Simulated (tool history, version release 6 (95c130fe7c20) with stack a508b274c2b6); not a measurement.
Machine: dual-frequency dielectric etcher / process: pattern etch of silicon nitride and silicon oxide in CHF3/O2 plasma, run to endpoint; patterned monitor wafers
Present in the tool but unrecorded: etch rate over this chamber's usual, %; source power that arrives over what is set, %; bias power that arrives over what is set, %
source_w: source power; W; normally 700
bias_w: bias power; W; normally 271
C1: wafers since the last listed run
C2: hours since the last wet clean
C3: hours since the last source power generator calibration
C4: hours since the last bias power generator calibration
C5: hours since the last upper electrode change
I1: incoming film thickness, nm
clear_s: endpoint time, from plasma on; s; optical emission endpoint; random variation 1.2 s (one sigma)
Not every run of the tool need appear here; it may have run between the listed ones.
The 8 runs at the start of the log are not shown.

Run 9, hour 123.7: usual settings but source_w 590 W, bias_w 320 W; C1 255; C2 279.3; C3 4143.3; C4 1305.9; C5 4669.5; I1 228.3. Result: clear_s 145.2 s.
Run 10, hour 136.4: usual settings but source_w 590 W, bias_w 320 W; C1 60; C2 292; C3 4156; C4 1318.6; C5 4682.2; I1 229.5. Result: clear_s 146.3 s.
Run 11, hour 188.6: usual settings but source_w 590 W, bias_w 320 W; C1 248; C2 344.2; C3 4208.2; C4 1370.8; C5 4734.4; I1 230.6. Result: clear_s 148.9 s.
Run 12, hour 199.9: usual settings; C1 53; C2 355.5; C3 4219.5; C4 1382.1; C5 4745.7; I1 231. Result: clear_s 146.7 s.
Run 13, hour 215.7: usual settings; C1 75; C2 371.3; C3 4235.3; C4 1397.9; C5 4761.5; I1 229.5. Result: clear_s 145.8 s.
Run 14, hour 224.2: usual settings; C1 40; C2 379.8; C3 4243.8; C4 1406.4; C5 4770; I1 229.8. Result: clear_s 143.7 s.
Run 15, hour 233: usual settings; C1 41; C2 388.6; C3 4252.6; C4 1415.2; C5 4778.8; I1 229.6. Result: clear_s 144.7 s.
At hour 244.8: source power generator calibrated.
Run 16, hour 245.3: usual settings; C1 39; C2 400.9; C3 0.5; C4 1427.5; C5 4791.1; I1 230.1. Result: clear_s 146.9 s.
At hour 273.8: upper electrode replaced.
Run 17, hour 274.3: usual settings; C1 23; C2 429.9; C3 29.5; C4 1456.5; C5 0.5; I1 231.1. Result: clear_s 144.8 s.
Run 18, hour 274.7: usual settings but source_w 590 W, bias_w 296 W; C1 1; C2 430.3; C3 29.9; C4 1456.9; C5 0.9; I1 229.8. Result: clear_s 151.5 s.
Run 19, hour 284.6: usual settings but source_w 610 W, bias_w 327 W; C1 47; C2 440.2; C3 39.8; C4 1466.8; C5 10.8; I1 230.4. Result: clear_s 147 s.
Run 20, hour 337.5: usual settings; C1 251; C2 493.1; C3 92.7; C4 1519.7; C5 63.7; I1 231.9. Result: clear_s 145.2 s.
Run 21, hour 350.8: usual settings but source_w 640 W, bias_w 225 W; C1 63; C2 506.4; C3 106; C4 1533; C5 77; I1 230.8. Result: clear_s 158.1 s.
Run 22, hour 362.6: usual settings; C1 56; C2 518.2; C3 117.8; C4 1544.8; C5 88.8; I1 229.4. Result: clear_s 144.7 s.
Run 23, hour 379.6: usual settings but bias_w 331 W; C1 80; C2 535.2; C3 134.8; C4 1561.8; C5 105.8; I1 229.2. Result: clear_s 137.3 s.
At hour 404.1: wet clean of the chamber.
Run 24, hour 404.6: usual settings but source_w 800 W, bias_w 245 W; C1 4; C2 0.5; C3 159.8; C4 1586.8; C5 130.8; I1 231.4. Result: clear_s 142.5 s.
Run 25, hour 409.9: usual settings but source_w 530 W, bias_w 311 W; C1 25; C2 5.8; C3 165.1; C4 1592.1; C5 136.1; I1 233.5. Result: clear_s 159.5 s.
At hour 421.4: bias power generator calibrated.
Run 26, hour 427.8: usual settings but source_w 830 W, bias_w 334 W; C1 66; C2 23.7; C3 183; C4 6.4; C5 154; I1 228.9. Result: clear_s 126.7 s.
Run 27, hour 467.2: usual settings but source_w 840 W, bias_w 249 W; C1 187; C2 63.1; C3 222.4; C4 45.8; C5 193.4; I1 231.1. Result: clear_s 136.8 s.
Run 28, hour 483.7: usual settings but source_w 570 W, bias_w 204 W; C1 78; C2 79.6; C3 238.9; C4 62.3; C5 209.9; I1 231.3. Result: clear_s 170.9 s.
Run 29, hour 493.2: usual settings but source_w 530 W, bias_w 223 W; C1 45; C2 89.1; C3 248.4; C4 71.8; C5 219.4; I1 230.4. Result: clear_s 170.8 s.
Run 30, hour 508.6: usual settings but source_w 820 W, bias_w 249 W; C1 73; C2 104.5; C3 263.8; C4 87.2; C5 234.8; I1 233. Result: clear_s 141.7 s.
Run 31, hour 524.8: usual settings; C1 77; C2 120.7; C3 280; C4 103.4; C5 251; I1 229.5. Result: clear_s 143.6 s.
Run 32, hour 536: usual settings; C1 53; C2 131.9; C3 291.2; C4 114.6; C5 262.2; I1 227.2. Result: clear_s 142.4 s.

Each row is a separate what-if for the run after 32, all from the same tool condition, not one after another. Results?
Run A, hour 536.5: usual settings; C1 2; C2 132.4; C3 291.7; C4 115.1; C5 262.7; I1 229.6. Result: clear_s ?.
Run B, hour 536.5: usual settings but source_w 520 W, bias_w 213 W; C1 2; C2 132.4; C3 291.7; C4 115.1; C5 262.7; I1 229.6. Result: clear_s ?.
Run C, hour 536.5: usual settings but source_w 820 W, bias_w 315 W; C1 2; C2 132.4; C3 291.7; C4 115.1; C5 262.7; I1 229.6. Result: clear_s ?.
Run D, hour 536.5: usual settings but source_w 840 W, bias_w 235 W; C1 2; C2 132.4; C3 291.7; C4 115.1; C5 262.7; I1 229.6. Result: clear_s ?.
Run E, hour 536.5: usual settings but source_w 820 W; C1 2; C2 132.4; C3 291.7; C4 115.1; C5 262.7; I1 229.6. Result: clear_s ?.

run  clear_s
  A      146
  B    175.1
  C    131.5
  D    141.3
  E    137.3
Had the tool no hidden state, the same runs would have come out as:
run  clear_s
  A      146
  B    175.1
  C    131.5
  D    141.3
  E    137.3

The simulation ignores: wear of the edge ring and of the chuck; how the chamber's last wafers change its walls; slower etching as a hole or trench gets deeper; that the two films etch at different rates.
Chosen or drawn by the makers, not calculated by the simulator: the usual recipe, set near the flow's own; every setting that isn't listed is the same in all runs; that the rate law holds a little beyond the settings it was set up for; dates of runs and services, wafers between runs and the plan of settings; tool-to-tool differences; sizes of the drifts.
